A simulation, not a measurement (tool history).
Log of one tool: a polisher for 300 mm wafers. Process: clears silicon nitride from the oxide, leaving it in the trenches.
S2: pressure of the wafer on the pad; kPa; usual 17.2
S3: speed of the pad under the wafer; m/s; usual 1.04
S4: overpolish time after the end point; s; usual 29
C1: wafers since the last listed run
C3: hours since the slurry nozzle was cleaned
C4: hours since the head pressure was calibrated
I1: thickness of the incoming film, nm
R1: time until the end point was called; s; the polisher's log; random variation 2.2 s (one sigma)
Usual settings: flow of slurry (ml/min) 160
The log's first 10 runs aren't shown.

-- hour=799.1 worn pad replaced by a new one
run 11 hour=818.2 | flow_of_slurry_(ml/min)=160 S2=17.2 S3=1.04 S4=29 | C1=335 wafers_polished_on_this_pad=92 C3=96.3 C4=216.8 | I1=136.0 | R1=182.8
run 12 hour=873.5 | flow_of_slurry_(ml/min)=115 S2=17.2 S3=1.04 S4=29 | C1=267 wafers_polished_on_this_pad=359 C3=151.6 C4=272.1 | I1=132.7 | R1=191.1
run 13 hour=966.6 | flow_of_slurry_(ml/min)=130 S2=17.2 S3=1.04 S4=29 | C1=449 wafers_polished_on_this_pad=809 C3=244.7 C4=365.2 | I1=136.4 | R1=194.9
run 14 hour=1060.7 | flow_of_slurry_(ml/min)=160 S2=17.2 S3=1.04 S4=39 | C1=454 wafers_polished_on_this_pad=1263 C3=338.8 C4=459.3 | I1=134.5 | R1=182.3
run 15 hour=1104.4 | flow_of_slurry_(ml/min)=160 S2=17.2 S3=1.04 S4=29 | C1=211 wafers_polished_on_this_pad=1474 C3=382.5 C4=503.0 | I1=132.7 | R1=184.2
run 16 hour=1199.7 | flow_of_slurry_(ml/min)=160 S2=17.2 S3=1.18 S4=29 | C1=460 wafers_polished_on_this_pad=1934 C3=477.8 C4=598.3 | I1=134.7 | R1=170.7
-- hour=1402.1 slurry nozzle cleaned
run 17 hour=1429.8 | flow_of_slurry_(ml/min)=185 S2=14.5 S3=1.04 S4=29 | C1=1106 wafers_polished_on_this_pad=3041 C3=27.7 C4=828.4 | I1=133.3 | R1=202.9
run 18 hour=1486.4 | flow_of_slurry_(ml/min)=160 S2=19.3 S3=1.34 S4=29 | C1=273 wafers_polished_on_this_pad=3314 C3=84.3 C4=885.0 | I1=133.2 | R1=127.2
-- hour=1511.9 worn pad replaced by a new one
run 19 hour=1589.2 | flow_of_slurry_(ml/min)=195 S2=13.1 S3=1.04 S4=29 | C1=477 wafers_polished_on_this_pad=373 C3=187.1 C4=987.8 | I1=133.9 | R1=228.2
run 20 hour=1682.0 | flow_of_slurry_(ml/min)=160 S2=17.2 S3=1.04 S4=29 | C1=448 wafers_polished_on_this_pad=821 C3=279.9 C4=1080.6 | I1=134.3 | R1=183.0
run 21 hour=1773.5 | flow_of_slurry_(ml/min)=160 S2=17.2 S3=1.04 S4=19 | C1=441 wafers_polished_on_this_pad=1263 C3=371.4 C4=1172.1 | I1=133.8 | R1=182.7

Run 22 comes next. What will it give?
run 22 hour=1841.4 | flow_of_slurry_(ml/min)=160 S2=17.2 S3=1.04 S4=20 | C1=327 wafers_polished_on_this_pad=1591 C3=439.3 C4=1240.0 | I1=135.9 | R1=?

Run 22 gave R1 195.6 s.
Without the tool's hidden state the same run would have given R1 180.8 s.

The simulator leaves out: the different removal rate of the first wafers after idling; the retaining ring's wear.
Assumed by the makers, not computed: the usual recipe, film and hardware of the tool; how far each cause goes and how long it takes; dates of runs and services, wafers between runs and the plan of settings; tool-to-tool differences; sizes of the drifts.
